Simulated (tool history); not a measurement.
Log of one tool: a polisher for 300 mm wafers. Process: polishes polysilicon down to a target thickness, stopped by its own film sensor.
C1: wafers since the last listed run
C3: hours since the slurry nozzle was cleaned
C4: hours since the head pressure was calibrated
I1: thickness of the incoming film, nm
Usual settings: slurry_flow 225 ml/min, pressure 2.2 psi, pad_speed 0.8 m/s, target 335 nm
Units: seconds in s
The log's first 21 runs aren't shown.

Run 22, hour 533.5: usual settings but slurry_flow 175 ml/min, pad_speed 1 m/s; C1 166; wafers polished on this pad 1300; C3 89.5; C4 695.6; I1 727.3. Result: seconds 80.9 s.
Run 23, hour 559.8: usual settings; C1 301; wafers polished on this pad 1601; C3 115.8; C4 721.9; I1 709. Result: seconds 91.8 s.
Run 24, hour 594: usual settings but pressure 1.9 psi, pad_speed 1.04 m/s; C1 391; wafers polished on this pad 1993; C3 150; C4 756.1; I1 735.5. Result: seconds 87.5 s.
Run 25, hour 608.9: usual settings but pressure 3 psi; C1 170; wafers polished on this pad 2164; C3 164.9; C4 771; I1 721.1. Result: seconds 66.8 s.
Run 26, hour 635.1: usual settings but slurry_flow 300 ml/min, pressure 3 psi, pad_speed 0.6 m/s, target 202 nm; C1 300; wafers polished on this pad 2464; C3 191.1; C4 797.2; I1 725. Result: seconds 113.4 s.
At hour 658.8: worn pad replaced by a new one.
Run 27, hour 670.3: usual settings but pressure 1.6 psi; C1 357; wafers polished on this pad 131; C3 226.3; C4 832.4; I1 712.1. Result: seconds 122.1 s.
At hour 691.7: head pressure recalibrated.
Run 28, hour 692.2: usual settings; C1 227; wafers polished on this pad 359; C3 248.2; C4 0.5; I1 733.1. Result: seconds 101.7 s.
Run 29, hour 714.8: usual settings but slurry_flow 285 ml/min, pad_speed 0.68 m/s; C1 258; wafers polished on this pad 617; C3 270.8; C4 23.1; I1 725.8. Result: seconds 113.4 s.
Run 30, hour 732.3: usual settings but slurry_flow 255 ml/min, pressure 1.5 psi, pad_speed 1.02 m/s, target 438 nm; C1 200; wafers polished on this pad 818; C3 288.3; C4 40.6; I1 723.1. Result: seconds 82.7 s.
Run 31, hour 748.6: usual settings; C1 186; wafers polished on this pad 1004; C3 304.6; C4 56.9; I1 724.3. Result: seconds 96.9 s.
Run 32, hour 777.4: usual settings but slurry_flow 170 ml/min; C1 329; wafers polished on this pad 1334; C3 333.4; C4 85.7; I1 721.9. Result: seconds 100.7 s.
Run 33, hour 803.7: usual settings but slurry_flow 295 ml/min, pressure 1.5 psi, pad_speed 0.7 m/s, target 437 nm; C1 301; wafers polished on this pad 1635; C3 359.7; C4 112; I1 721.1. Result: seconds 113.3 s.
At hour 805.5: slurry nozzle cleaned.
Run 34, hour 885.9: usual settings but slurry_flow 190 ml/min; C1 929; wafers polished on this pad 2565; C3 80.4; C4 194.2; I1 729.4. Result: seconds 102.8 s.
At hour 917.1: worn pad replaced by a new one.
Run 35, hour 917.6: usual settings but pad_speed 0.54 m/s, target 209 nm; C1 317; wafers polished on this pad 5; C3 112.1; C4 225.9; I1 726.4. Result: seconds 174.1 s.
Run 36, hour 941.5: usual settings but slurry_flow 280 ml/min, pad_speed 0.66 m/s, target 233 nm; C1 273; wafers polished on this pad 279; C3 136; C4 249.8; I1 719.5. Result: seconds 139.9 s.
Run 37, hour 961.2: usual settings but pressure 1.9 psi; C1 225; wafers polished on this pad 505; C3 155.7; C4 269.5; I1 725.7. Result: seconds 110 s.

4 ways to go on from here, each from the tool as it stands after run 37. What would each give?
Run A, hour 961.6: usual settings but pad_speed 1.08 m/s; C1 4; wafers polished on this pad 509; C3 156.1; C4 269.9; I1 711.1. Result: seconds ?.
Run B, hour 961.6: usual settings but pressure 2.5 psi; C1 4; wafers polished on this pad 509; C3 156.1; C4 269.9; I1 711.1. Result: seconds ?.
Run C, hour 961.6: usual settings but pad_speed 0.72 m/s; C1 4; wafers polished on this pad 509; C3 156.1; C4 269.9; I1 711.1. Result: seconds ?.
Run D, hour 961.6: usual settings but pad_speed 0.6 m/s, target 411 nm; C1 4; wafers polished on this pad 509; C3 156.1; C4 269.9; I1 711.1. Result: seconds ?.

run  seconds
  A     74.1
  B     84.2
  C    104.4
  D     96.5
Without the tool's hidden state the same runs would have given:
run  seconds
  A     75.6
  B     85.9
  C    106.5
  D     98.4
